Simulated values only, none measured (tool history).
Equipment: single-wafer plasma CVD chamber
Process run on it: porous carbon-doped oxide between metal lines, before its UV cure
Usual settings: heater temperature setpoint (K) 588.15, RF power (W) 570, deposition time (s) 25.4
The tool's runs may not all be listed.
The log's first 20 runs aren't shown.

run	hour	heater temperature setpoint (K)	RF power (W)	deposition time (s)	read-back reference wafer on the same gauge, thickness_nm	mean film thickness on the monitor wafer (nm)
21	480.2	588.15	570	25.4	147.933	146.812
22	503.3	580.15	570	30.3	148.034	184.281
# hour 510.9: gauge calibrated
23	536.5	602.15	570	23.7	148.297	126.525
24	565.1	588.15	570	25.4	147.773	146.161
25	592.1	581.15	620	28	147.785	177.632
26	614.4	588.15	570	25.4	148.133	146.007
27	643.2	588.15	570	25.4	147.956	146.344
28	677	593.15	610	25.4	147.873	147.81
29	690.8	588.15	570	25.4	148.202	146.333
30	714	582.15	475	25.4	148.137	134.882

Branching from run 30: 5 alternative next runs. What would each branch give?
A	714.4	588.15	510	25.4	?	?
B	714.4	581.15	630	26.8	?	?
C	714.4	596.15	615	25.4	?	?
D	714.4	588.15	680	25.4	?	?
E	714.4	588.15	570	28.3	?	?

run	read-back reference wafer on the same gauge, thickness_nm	mean film thickness on the monitor wafer (nm)
A	147.939	135.622
B	147.939	171.706
C	147.939	146.821
D	147.939	164.284
E	147.939	162.337
What these runs would have given with no unlogged condition in the tool:
run	mean film thickness on the monitor wafer (nm)
A	136.752
B	173.107
C	148.019
D	165.603
E	163.661
